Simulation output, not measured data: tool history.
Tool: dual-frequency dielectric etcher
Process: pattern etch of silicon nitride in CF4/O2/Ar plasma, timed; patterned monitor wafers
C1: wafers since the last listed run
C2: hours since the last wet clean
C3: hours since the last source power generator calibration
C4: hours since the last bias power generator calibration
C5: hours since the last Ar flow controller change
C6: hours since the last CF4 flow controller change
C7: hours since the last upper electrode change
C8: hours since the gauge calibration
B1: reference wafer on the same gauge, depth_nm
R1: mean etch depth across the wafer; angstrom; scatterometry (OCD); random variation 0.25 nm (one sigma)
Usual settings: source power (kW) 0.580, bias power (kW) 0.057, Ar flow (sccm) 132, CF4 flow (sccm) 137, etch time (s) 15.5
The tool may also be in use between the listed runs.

run 1 hour=0.0 | source_power_(kW)=0.580 bias_power_(kW)=0.057 Ar_flow_(sccm)=148 CF4_flow_(sccm)=137 etch_time_(s)=15.5 | C1=0 C2=80.5 C3=2645.1 C4=3324.3 C5=2976.0 C6=4621.6 C7=3903.0 C8=1033.9 | B1=44.11 | R1=374.4
-- hour=55.2 gauge calibrated
run 2 hour=102.2 | source_power_(kW)=0.580 bias_power_(kW)=0.057 Ar_flow_(sccm)=132 CF4_flow_(sccm)=137 etch_time_(s)=13.0 | C1=1966 C2=182.7 C3=2747.3 C4=3426.5 C5=3078.2 C6=4723.8 C7=4005.2 C8=47.0 | B1=44.18 | R1=313.6
-- hour=184.8 upper electrode replaced, of another model than before
run 3 hour=185.3 | source_power_(kW)=0.580 bias_power_(kW)=0.057 Ar_flow_(sccm)=132 CF4_flow_(sccm)=149 etch_time_(s)=15.5 | C1=1137 C2=265.8 C3=2830.4 C4=3509.6 C5=3161.3 C6=4806.9 C7=0.5 C8=130.1 | B1=44.22 | R1=387.5
run 4 hour=241.6 | source_power_(kW)=0.580 bias_power_(kW)=0.057 Ar_flow_(sccm)=132 CF4_flow_(sccm)=149 etch_time_(s)=15.5 | C1=1083 C2=322.1 C3=2886.7 C4=3565.9 C5=3217.6 C6=4863.2 C7=56.8 C8=186.4 | B1=44.26 | R1=390.2
run 5 hour=329.2 | source_power_(kW)=0.580 bias_power_(kW)=0.057 Ar_flow_(sccm)=132 CF4_flow_(sccm)=149 etch_time_(s)=15.5 | C1=1685 C2=409.7 C3=2974.3 C4=3653.5 C5=3305.2 C6=4950.8 C7=144.4 C8=274.0 | B1=44.16 | R1=396.3
-- hour=371.7 wet clean of the chamber
-- hour=373.9 CF4 flow controller replaced
run 6 hour=390.0 | source_power_(kW)=0.580 bias_power_(kW)=0.057 Ar_flow_(sccm)=132 CF4_flow_(sccm)=137 etch_time_(s)=15.5 | C1=665 C2=18.3 C3=3035.1 C4=3714.3 C5=3366.0 C6=16.1 C7=205.2 C8=334.8 | B1=44.20 | R1=370.1
run 7 hour=453.2 | source_power_(kW)=0.580 bias_power_(kW)=0.057 Ar_flow_(sccm)=132 CF4_flow_(sccm)=137 etch_time_(s)=15.5 | C1=1216 C2=81.5 C3=3098.3 C4=3777.5 C5=3429.2 C6=79.3 C7=268.4 C8=398.0 | B1=44.21 | R1=375.4
run 8 hour=530.3 | source_power_(kW)=0.710 bias_power_(kW)=0.051 Ar_flow_(sccm)=132 CF4_flow_(sccm)=137 etch_time_(s)=11.0 | C1=1483 C2=158.6 C3=3175.4 C4=3854.6 C5=3506.3 C6=156.4 C7=345.5 C8=475.1 | B1=44.18 | R1=275.2
-- hour=562.7 Ar flow controller replaced
run 9 hour=634.3 | source_power_(kW)=0.480 bias_power_(kW)=0.045 Ar_flow_(sccm)=132 CF4_flow_(sccm)=104 etch_time_(s)=17.0 | C1=1885 C2=262.6 C3=3279.4 C4=3958.6 C5=71.6 C6=260.4 C7=449.5 C8=579.1 | B1=44.21 | R1=354.3
run 10 hour=700.2 | source_power_(kW)=0.500 bias_power_(kW)=0.066 Ar_flow_(sccm)=132 CF4_flow_(sccm)=149 etch_time_(s)=18.0 | C1=1268 C2=328.5 C3=3345.3 C4=4024.5 C5=137.5 C6=326.3 C7=515.4 C8=645.0 | B1=44.24 | R1=447.9
run 11 hour=754.4 | source_power_(kW)=0.580 bias_power_(kW)=0.057 Ar_flow_(sccm)=132 CF4_flow_(sccm)=137 etch_time_(s)=15.5 | C1=1043 C2=382.7 C3=3399.5 C4=4078.7 C5=191.7 C6=380.5 C7=569.6 C8=699.2 | B1=44.15 | R1=377.7
-- hour=783.2 source power generator calibrated
run 12 hour=801.9 | source_power_(kW)=0.580 bias_power_(kW)=0.067 Ar_flow_(sccm)=158 CF4_flow_(sccm)=137 etch_time_(s)=15.5 | C1=837 C2=430.2 C3=18.7 C4=4126.2 C5=239.2 C6=428.0 C7=617.1 C8=746.7 | B1=44.18 | R1=399.0
-- hour=860.0 wet clean of the chamber
-- hour=886.2 bias power generator calibrated
run 13 hour=887.6 | source_power_(kW)=0.580 bias_power_(kW)=0.057 Ar_flow_(sccm)=132 CF4_flow_(sccm)=126 etch_time_(s)=15.5 | C1=1110 C2=27.6 C3=104.4 C4=1.4 C5=324.9 C6=513.7 C7=702.8 C8=832.4 | B1=44.23 | R1=366.3
run 14 hour=970.6 | source_power_(kW)=0.580 bias_power_(kW)=0.057 Ar_flow_(sccm)=132 CF4_flow_(sccm)=112 etch_time_(s)=15.5 | C1=1597 C2=110.6 C3=187.4 C4=84.4 C5=407.9 C6=596.7 C7=785.8 C8=915.4 | B1=44.12 | R1=365.8
run 15 hour=1075.9 | source_power_(kW)=0.580 bias_power_(kW)=0.057 Ar_flow_(sccm)=103 CF4_flow_(sccm)=103 etch_time_(s)=19.0 | C1=2026 C2=215.9 C3=292.7 C4=189.7 C5=513.2 C6=702.0 C7=891.1 C8=1020.7 | B1=44.21 | R1=451.6
-- hour=1079.2 gauge calibrated
run 16 hour=1117.0 | source_power_(kW)=0.580 bias_power_(kW)=0.057 Ar_flow_(sccm)=132 CF4_flow_(sccm)=137 etch_time_(s)=15.5 | C1=790 C2=257.0 C3=333.8 C4=230.8 C5=554.3 C6=743.1 C7=932.2 C8=37.8 | B1=44.19 | R1=386.9
run 17 hour=1161.3 | source_power_(kW)=0.500 bias_power_(kW)=0.066 Ar_flow_(sccm)=120 CF4_flow_(sccm)=112 etch_time_(s)=15.5 | C1=852 C2=301.3 C3=378.1 C4=275.1 C5=598.6 C6=787.4 C7=976.5 C8=82.1 | B1=44.21 | R1=376.4
run 18 hour=1248.6 | source_power_(kW)=0.490 bias_power_(kW)=0.057 Ar_flow_(sccm)=148 CF4_flow_(sccm)=137 etch_time_(s)=15.5 | C1=1679 C2=388.6 C3=465.4 C4=362.4 C5=685.9 C6=874.7 C7=1063.8 C8=169.4 | B1=44.18 | R1=371.8
-- hour=1302.0 wet clean of the chamber
run 19 hour=1303.5 | source_power_(kW)=0.580 bias_power_(kW)=0.050 Ar_flow_(sccm)=110 CF4_flow_(sccm)=137 etch_time_(s)=15.5 | C1=594 C2=1.5 C3=520.3 C4=417.3 C5=740.8 C6=929.6 C7=1118.7 C8=224.3 | B1=44.14 | R1=366.0
run 20 hour=1390.3 | source_power_(kW)=0.470 bias_power_(kW)=0.057 Ar_flow_(sccm)=145 CF4_flow_(sccm)=116 etch_time_(s)=12.0 | C1=1670 C2=88.3 C3=607.1 C4=504.1 C5=827.6 C6=1016.4 C7=1205.5 C8=311.1 | B1=44.21 | R1=268.1
run 21 hour=1558.4 | source_power_(kW)=0.580 bias_power_(kW)=0.060 Ar_flow_(sccm)=132 CF4_flow_(sccm)=137 etch_time_(s)=15.5 | C1=3234 C2=256.4 C3=775.2 C4=672.2 C5=995.7 C6=1184.5 C7=1373.6 C8=479.2 | B1=44.25 | R1=386.9
run 22 hour=1649.8 | source_power_(kW)=0.580 bias_power_(kW)=0.046 Ar_flow_(sccm)=105 CF4_flow_(sccm)=137 etch_time_(s)=13.5 | C1=1758 C2=347.8 C3=866.6 C4=763.6 C5=1087.1 C6=1275.9 C7=1465.0 C8=570.6 | B1=44.21 | R1=324.3

How the hidden state differs across the entries between the runs, from the last listed run before each to the first after it:
Between runs 1 and 2: gauge calibrated (hour 55.2)
  etch rate over this chamber's usual, %: 0.639 -> 1.64
  measured less the result without the state, R1: +2.3 -> +5.1 angstrom
Between runs 2 and 3: upper electrode replaced, of another model than before (hour 184.8)
  etch rate over this chamber's usual, %: 1.64 -> 2.46
  measured less the result without the state, R1: +5.1 -> +9.3 angstrom
Between runs 5 and 6: wet clean of the chamber (hour 371.7); CF4 flow controller replaced (hour 373.9)
  etch rate over this chamber's usual, %: 3.88 -> -0.724
  measured less the result without the state, R1: +14.8 -> -2.7 angstrom
Between runs 8 and 9: Ar flow controller replaced (hour 562.7)
  etch rate over this chamber's usual, %: 0.656 -> 1.68
  measured less the result without the state, R1: +1.8 -> +5.9 angstrom
Between runs 11 and 12: source power generator calibrated (hour 783.2)
  etch rate over this chamber's usual, %: 2.86 -> 3.33
  measured less the result without the state, R1: +10.5 -> +12.9 angstrom
Between runs 12 and 13: wet clean of the chamber (hour 860.0); bias power generator calibrated (hour 886.2)
  etch rate over this chamber's usual, %: 3.33 -> 0.397
  measured less the result without the state, R1: +12.9 -> +1.4 angstrom
Between runs 15 and 16: gauge calibrated (hour 1079.2)
  etch rate over this chamber's usual, %: 2.25 -> 2.65
  measured less the result without the state, R1: +9.9 -> +10.0 angstrom
Between runs 18 and 19: wet clean of the chamber (hour 1302.0)
  etch rate over this chamber's usual, %: 3.95 -> 0.0852
  measured less the result without the state, R1: +14.1 -> +0.3 angstrom
